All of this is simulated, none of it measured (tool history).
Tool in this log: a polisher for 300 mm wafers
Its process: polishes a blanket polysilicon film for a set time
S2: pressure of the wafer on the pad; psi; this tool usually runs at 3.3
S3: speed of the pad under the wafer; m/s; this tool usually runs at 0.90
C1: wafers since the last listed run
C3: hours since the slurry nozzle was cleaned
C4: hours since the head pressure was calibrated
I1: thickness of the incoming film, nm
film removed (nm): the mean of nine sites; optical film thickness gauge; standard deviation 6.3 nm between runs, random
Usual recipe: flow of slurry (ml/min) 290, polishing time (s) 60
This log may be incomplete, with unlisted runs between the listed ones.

Run 1, hour 0.0: usual settings; C1 0; wafers polished on this pad 4232; C3 542.1; C4 770.5; I1 1460.2. Result: film removed (nm) 396.6.
At hour 0.2: head pressure recalibrated.
At hour 89.8: worn pad replaced by a new one.
Run 2, hour 107.5: usual settings; C1 1497; wafers polished on this pad 256; C3 649.6; C4 107.3; I1 1464.2. Result: film removed (nm) 429.4.
Run 3, hour 203.7: usual settings but polishing time (s) 71; C1 1394; wafers polished on this pad 1650; C3 745.8; C4 203.5; I1 1466.7. Result: film removed (nm) 476.2.
At hour 233.0: slurry nozzle cleaned.
Run 4, hour 311.0: usual settings but polishing time (s) 68; C1 1541; wafers polished on this pad 3191; C3 78.0; C4 310.8; I1 1449.6. Result: film removed (nm) 446.1.
Run 5, hour 494.3: usual settings but polishing time (s) 47; C1 2657; wafers polished on this pad 5848; C3 261.3; C4 494.1; I1 1462.3. Result: film removed (nm) 307.8.
At hour 573.9: worn pad replaced by a new one.
Run 6, hour 574.4: usual settings but polishing time (s) 47; C1 1103; wafers polished on this pad 6; C3 341.4; C4 574.2; I1 1467.7. Result: film removed (nm) 313.1.
Run 7, hour 626.5: usual settings but polishing time (s) 47; C1 755; wafers polished on this pad 761; C3 393.5; C4 626.3; I1 1460.6. Result: film removed (nm) 310.1.
Run 8, hour 730.9: usual settings but polishing time (s) 54; C1 1513; wafers polished on this pad 2275; C3 497.9; C4 730.7; I1 1450.5. Result: film removed (nm) 360.6.
At hour 801.4: head pressure recalibrated.
Run 9, hour 805.1: usual settings but polishing time (s) 54; C1 1046; wafers polished on this pad 3322; C3 572.1; C4 3.7; I1 1465.0. Result: film removed (nm) 380.9.
Run 10, hour 905.4: usual settings but polishing time (s) 54; C1 1454; wafers polished on this pad 4776; C3 672.4; C4 104.0; I1 1464.0. Result: film removed (nm) 375.4.
Run 11, hour 978.0: usual settings but polishing time (s) 65; C1 1052; wafers polished on this pad 5828; C3 745.0; C4 176.6; I1 1470.2. Result: film removed (nm) 442.0.
At hour 1022.4: slurry nozzle cleaned.
At hour 1068.3: worn pad replaced by a new one.
Run 12, hour 1080.7: usual settings but polishing time (s) 65; C1 1416; wafers polished on this pad 180; C3 58.3; C4 279.3; I1 1497.1. Result: film removed (nm) 430.3.
Run 13, hour 1187.2: usual settings but polishing time (s) 65; C1 1543; wafers polished on this pad 1724; C3 164.8; C4 385.8; I1 1468.0. Result: film removed (nm) 429.7.
Run 14, hour 1278.8: usual settings; C1 1327; wafers polished on this pad 3052; C3 256.4; C4 477.4; I1 1487.1. Result: film removed (nm) 397.8.
Run 15, hour 1364.0: usual settings but flow of slurry (ml/min) 225, S2 2.3 psi, S3 1.12 m/s; C1 1235; wafers polished on this pad 4287; C3 341.6; C4 562.6; I1 1465.6. Result: film removed (nm) 371.6.
At hour 1452.9: worn pad replaced by a new one.
Run 16, hour 1454.7: usual settings but S2 2.2 psi, S3 0.62 m/s; C1 1256; wafers polished on this pad 26; C3 432.3; C4 653.3; I1 1487.3. Result: film removed (nm) 201.9.
Run 17, hour 1513.3: usual settings; C1 849; wafers polished on this pad 876; C3 490.9; C4 711.9; I1 1462.5. Result: film removed (nm) 390.3.
Run 18, hour 1557.7: usual settings but flow of slurry (ml/min) 340, S2 2.2 psi, S3 0.74 m/s, polishing time (s) 40; C1 643; wafers polished on this pad 1519; C3 535.3; C4 756.3; I1 1456.4. Result: film removed (nm) 165.6.
At hour 1590.0: head pressure recalibrated.
Run 19, hour 1602.5: usual settings but flow of slurry (ml/min) 345, polishing time (s) 52; C1 620; wafers polished on this pad 2140; C3 580.1; C4 12.5; I1 1469.8. Result: film removed (nm) 376.5.
Run 20, hour 1699.3: usual settings but S3 1.10 m/s; C1 1403; wafers polished on this pad 3543; C3 676.9; C4 109.3; I1 1473.2. Result: film removed (nm) 518.4.
Run 21, hour 1776.7: usual settings but flow of slurry (ml/min) 345, polishing time (s) 52; C1 1122; wafers polished on this pad 4665; C3 754.3; C4 186.7; I1 1451.1. Result: film removed (nm) 358.4.
At hour 1821.7: worn pad replaced by a new one.
At hour 1840.8: slurry nozzle cleaned.
Run 22, hour 1879.8: usual settings but flow of slurry (ml/min) 385; C1 1422; wafers polished on this pad 828; C3 39.0; C4 289.8; I1 1484.5. Result: film removed (nm) 411.7.
Run 23, hour 1931.9: usual settings but S3 1.10 m/s; C1 755; wafers polished on this pad 1583; C3 91.1; C4 341.9; I1 1481.5. Result: film removed (nm) 490.7.
Run 24, hour 2003.7: usual settings but S2 2.2 psi, S3 0.62 m/s; C1 1040; wafers polished on this pad 2624; C3 162.9; C4 413.7; I1 1451.9. Result: film removed (nm) 208.7.
Run 25, hour 2076.8: usual settings but S2 3.8 psi, S3 0.60 m/s; C1 1059; wafers polished on this pad 3683; C3 236.0; C4 486.8; I1 1488.9. Result: film removed (nm) 293.6.
Run 26, hour 2154.7: usual settings but S2 4.1 psi, polishing time (s) 66; C1 1129; wafers polished on this pad 4813; C3 313.9; C4 564.7; I1 1488.5. Result: film removed (nm) 506.2.

Below, some changes in film removed (nm) between adjacent runs. For each, the amount present without the hidden state too (settings, incoming material, random variation) and the amount remaining for the hidden state with gauge scatter not shared by both compared results:
The hidden state here: removal rate lost through wear of the pad, %; slurry flow missing at the pad, %; deviation of the head's pressure from its setpoint, %.
Run 8 -> 9: head pressure recalibrated. film removed (nm) +20.3: hidden state +28.3, all else -8.0.
Run 17 -> 18: flow of slurry (ml/min) 290 -> 340, S2 3.3 -> 2.2, S3 0.90 -> 0.74, polishing time (s) 60 -> 40. film removed (nm) -224.7: hidden state +23.6, all else -248.3.
Run 23 -> 24: S2 3.3 -> 2.2, S3 1.10 -> 0.62. film removed (nm) -282.0: hidden state +17.6, all else -299.6.
